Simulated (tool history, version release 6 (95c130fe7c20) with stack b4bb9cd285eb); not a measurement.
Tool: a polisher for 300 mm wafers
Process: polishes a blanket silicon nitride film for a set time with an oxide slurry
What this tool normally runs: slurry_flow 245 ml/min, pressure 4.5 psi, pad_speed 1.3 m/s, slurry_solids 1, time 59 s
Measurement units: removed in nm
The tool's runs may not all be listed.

| run | hour | slurry_flow | pressure | pad_speed | slurry_solids | time | wafers since the last listed run | wafers polished on this pad | hours since the slurry nozzle was cleaned | hours since the head pressure was calibrated | hours since the slurry blender was calibrated | hours since the conditioning disc was replaced | incoming thickness of the incoming film, nm | removed |
|---|---|---|---|---|---|---|---|---|---|---|---|---|---|---|
| 1 | 0 | 245 | 4.5 | 1.3 | 1.05 | 59 | 0 | 980 | 644 | 702.6 | 302.2 | 345.4 | 383.6 | 60 |
|  | 7 | worn pad replaced by a new one |
| 2 | 8.3 | 245 | 4.5 | 1.3 | 1.05 | 59 | 78 | 23 | 652.3 | 710.9 | 310.5 | 353.7 | 373.9 | 58.8 |
| 3 | 19.5 | 245 | 4.5 | 1.3 | 1.05 | 59 | 203 | 227 | 663.5 | 722.1 | 321.7 | 364.9 | 379.9 | 57 |
| 4 | 26.2 | 245 | 4.5 | 1.3 | 1 | 49 | 121 | 349 | 670.2 | 728.8 | 328.4 | 371.6 | 385.6 | 46.3 |
| 5 | 34.5 | 245 | 4.5 | 1.3 | 1 | 49 | 151 | 500 | 678.5 | 737.1 | 336.7 | 379.9 | 380.1 | 46.9 |
| 6 | 52.3 | 245 | 4.5 | 1.3 | 1 | 59 | 324 | 825 | 696.3 | 754.9 | 354.5 | 397.7 | 375.9 | 57.4 |
| 7 | 65.3 | 245 | 4.5 | 1.3 | 1 | 59 | 236 | 1061 | 709.3 | 767.9 | 367.5 | 410.7 | 384.3 | 57 |
|  | 74.8 | worn pad replaced by a new one |
| 8 | 78.4 | 245 | 4.5 | 1.3 | 1 | 59 | 165 | 64 | 722.4 | 781 | 380.6 | 423.8 | 380 | 57.3 |
| 9 | 90.1 | 245 | 5.4 | 1.3 | 1 | 59 | 213 | 277 | 734.1 | 792.7 | 392.3 | 435.5 | 381.8 | 67.4 |
|  | 98.9 | slurry nozzle cleaned |
|  | 101.4 | conditioning disc replaced and pad reconditioned |
|  | 108.4 | head pressure recalibrated |
| 10 | 108.9 | 245 | 4.5 | 1.3 | 1 | 59 | 251 | 528 | 10 | 0.5 | 411.1 | 7.5 | 376.8 | 57.1 |
| 11 | 114.8 | 245 | 4.5 | 1.3 | 1 | 48 | 107 | 636 | 15.9 | 6.4 | 417 | 13.4 | 372.5 | 45.9 |
|  | 137.3 | worn pad replaced by a new one |
| 12 | 165.3 | 180 | 4.5 | 1.3 | 1 | 42 | 846 | 510 | 66.4 | 56.9 | 467.5 | 63.9 | 383.4 | 37.9 |
|  | 170.1 | slurry blender recalibrated |
| 13 | 171.7 | 245 | 4.5 | 1.3 | 0.85 | 75 | 80 | 590 | 72.8 | 63.3 | 1.6 | 70.3 | 386 | 76.2 |
| 14 | 184.5 | 325 | 4.5 | 1.3 | 1 | 51 | 233 | 823 | 85.6 | 76.1 | 14.4 | 83.1 | 384.6 | 57.2 |
| 15 | 195.4 | 205 | 5.2 | 1.68 | 1.2 | 59 | 198 | 1022 | 96.5 | 87 | 25.3 | 94 | 385.6 | 95.6 |
| 16 | 206.9 | 245 | 4.5 | 1.3 | 1 | 48 | 209 | 1231 | 108 | 98.5 | 36.8 | 105.5 | 374.7 | 52.4 |
|  | 211.9 | worn pad replaced by a new one |
| 17 | 219 | 290 | 3.2 | 1.3 | 1.15 | 59 | 147 | 129 | 120.1 | 110.6 | 48.9 | 117.6 | 383.6 | 47.8 |

Pick out some run-to-run changes in removed. Of each, how much would a tool without hidden state show as well, from the settings, what came in and chance, and how much is left for the hidden state and any gauge scatter not in both results compared?
Hidden conditions of the tool in this case: removal rate lost through wear of the pad, %; slurry flow missing at the pad, %; deviation of the head's pressure from its setpoint, %; abrasive missing from the slurry, %; time polished since the conditioner stopped cutting, s.
Run 12 -> 13: slurry_flow 180 -> 245, slurry_solids 1 -> 0.85, time 42 -> 75, slurry blender recalibrated. removed +38.3 nm: hidden state +5.3, all else +33.
Run 15 -> 16: slurry_flow 205 -> 245, pressure 5.2 -> 4.5, pad_speed 1.68 -> 1.3, slurry_solids 1.2 -> 1, time 59 -> 48. removed -43.2 nm: hidden state +0.7, all else -43.9.

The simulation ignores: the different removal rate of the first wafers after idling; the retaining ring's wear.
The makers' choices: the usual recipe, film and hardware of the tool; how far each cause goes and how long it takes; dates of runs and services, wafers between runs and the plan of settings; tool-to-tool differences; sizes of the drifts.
